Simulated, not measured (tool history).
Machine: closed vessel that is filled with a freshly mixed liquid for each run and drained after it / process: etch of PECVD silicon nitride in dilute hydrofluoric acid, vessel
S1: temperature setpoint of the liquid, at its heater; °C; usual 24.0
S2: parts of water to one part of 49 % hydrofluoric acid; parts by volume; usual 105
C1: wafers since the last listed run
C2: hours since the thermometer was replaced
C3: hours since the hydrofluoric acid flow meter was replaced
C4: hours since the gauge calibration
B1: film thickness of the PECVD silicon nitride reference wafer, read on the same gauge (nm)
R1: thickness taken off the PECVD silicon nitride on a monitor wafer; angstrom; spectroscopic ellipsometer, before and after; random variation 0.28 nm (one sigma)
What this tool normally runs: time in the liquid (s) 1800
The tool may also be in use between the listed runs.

Run 1, hour 0.0: usual settings but S2 70 parts by volume; C1 0; C2 656.4; C3 386.3; C4 1401.9; B1 149.99. Result: R1 459.7 angstrom.
Run 2, hour 100.8: usual settings but S2 70 parts by volume; C1 3289; C2 757.2; C3 487.1; C4 1502.7; B1 150.01. Result: R1 460.4 angstrom.
Run 3, hour 199.9: usual settings but time in the liquid (s) 2585; C1 3233; C2 856.3; C3 586.2; C4 1601.8; B1 150.02. Result: R1 442.3 angstrom.
Run 4, hour 245.0: usual settings but time in the liquid (s) 2585; C1 1471; C2 901.4; C3 631.3; C4 1646.9; B1 150.01. Result: R1 440.7 angstrom.
Run 5, hour 288.0: usual settings but time in the liquid (s) 2585; C1 1403; C2 944.4; C3 674.3; C4 1689.9; B1 150.02. Result: R1 442.9 angstrom.
At hour 437.5: thermometer replaced.
Run 6, hour 486.1: usual settings; C1 6431; C2 48.6; C3 872.4; C4 1888.0; B1 150.00. Result: R1 303.3 angstrom.
Run 7, hour 580.4: usual settings; C1 3077; C2 142.9; C3 966.7; C4 1982.3; B1 150.02. Result: R1 307.2 angstrom.
At hour 627.1: gauge calibrated.
Run 8, hour 683.6: usual settings; C1 3367; C2 246.1; C3 1069.9; C4 56.5; B1 150.03. Result: R1 309.7 angstrom.
Run 9, hour 769.7: usual settings; C1 2809; C2 332.2; C3 1156.0; C4 142.6; B1 150.00. Result: R1 311.8 angstrom.
Run 10, hour 853.5: usual settings; C1 2734; C2 416.0; C3 1239.8; C4 226.4; B1 150.00. Result: R1 310.4 angstrom.
Run 11, hour 956.1: usual settings; C1 3348; C2 518.6; C3 1342.4; C4 329.0; B1 150.00. Result: R1 306.1 angstrom.
Run 12, hour 1059.9: usual settings; C1 3387; C2 622.4; C3 1446.2; C4 432.8; B1 150.00. Result: R1 310.7 angstrom.
Run 13, hour 1141.5: usual settings; C1 2662; C2 704.0; C3 1527.8; C4 514.4; B1 149.98. Result: R1 307.5 angstrom.
Run 14, hour 1180.4: usual settings but S1 28.0 °C, S2 90 parts by volume; C1 1269; C2 742.9; C3 1566.7; C4 553.3; B1 150.03. Result: R1 470.1 angstrom.
At hour 1183.0: hydrofluoric acid flow meter replaced.
Run 15, hour 1330.6: usual settings but S1 28.5 °C, time in the liquid (s) 1295; C1 4868; C2 893.1; C3 147.6; C4 703.5; B1 150.00. Result: R1 294.6 angstrom.
Run 16, hour 1423.0: usual settings but S2 120 parts by volume; C1 3015; C2 985.5; C3 240.0; C4 795.9; B1 150.01. Result: R1 266.9 angstrom.
Run 17, hour 1493.2: usual settings but S1 26.0 °C, S2 55 parts by volume; C1 2290; C2 1055.7; C3 310.2; C4 866.1; B1 149.99. Result: R1 662.2 angstrom.
At hour 1510.8: thermometer replaced.
Run 18, hour 1564.7: usual settings but S2 120 parts by volume; C1 2300; C2 53.9; C3 381.7; C4 937.6; B1 150.00. Result: R1 268.7 angstrom.
Run 19, hour 1639.1: usual settings but S1 21.5 °C, S2 80 parts by volume, time in the liquid (s) 2725; C1 2427; C2 128.3; C3 456.1; C4 1012.0; B1 150.03. Result: R1 521.1 angstrom.
Run 20, hour 1695.9: usual settings; C1 1853; C2 185.1; C3 512.9; C4 1068.8; B1 149.99. Result: R1 309.0 angstrom.
Run 21, hour 1801.0: usual settings but S2 130 parts by volume, time in the liquid (s) 840; C1 3429; C2 290.2; C3 618.0; C4 1173.9; B1 150.00. Result: R1 116.5 angstrom.
Run 22, hour 1884.1: usual settings but S1 28.0 °C, time in the liquid (s) 1325; C1 2711; C2 373.3; C3 701.1; C4 1257.0; B1 150.00. Result: R1 293.5 angstrom.
Run 23, hour 1920.2: usual settings but S1 20.0 °C, S2 140 parts by volume, time in the liquid (s) 815; C1 1178; C2 409.4; C3 737.2; C4 1293.1; B1 150.00. Result: R1 81.5 angstrom.
Run 24, hour 2000.0: usual settings; C1 2604; C2 489.2; C3 817.0; C4 1372.9; B1 149.99. Result: R1 303.5 angstrom.
Run 25, hour 2060.9: usual settings; C1 1987; C2 550.1; C3 877.9; C4 1433.8; B1 150.01. Result: R1 309.8 angstrom.

Predict each of these 4 candidate next runs independently; none follows another, all start after run 25:
Run A, hour 2062.1: usual settings; C1 39; C2 551.3; C3 879.1; C4 1435.0; B1 ?. Result: R1 ?.
Run B, hour 2062.1: usual settings but S1 20.5 °C, time in the liquid (s) 2320; C1 39; C2 551.3; C3 879.1; C4 1435.0; B1 ?. Result: R1 ?.
Run C, hour 2062.1: usual settings but time in the liquid (s) 2485; C1 39; C2 551.3; C3 879.1; C4 1435.0; B1 ?. Result: R1 ?.
Run D, hour 2062.1: usual settings but S2 80 parts by volume; C1 39; C2 551.3; C3 879.1; C4 1435.0; B1 ?. Result: R1 ?.

run      B1     R1
  A  150.00  305.6
  B  150.00  311.9
  C  150.00  421.9
  D  150.00  399.6
Take away the tool's hidden state, keep each run's random variation, and the runs would have read:
run     R1
  A  305.6
  B  311.9
  C  421.9
  D  399.6
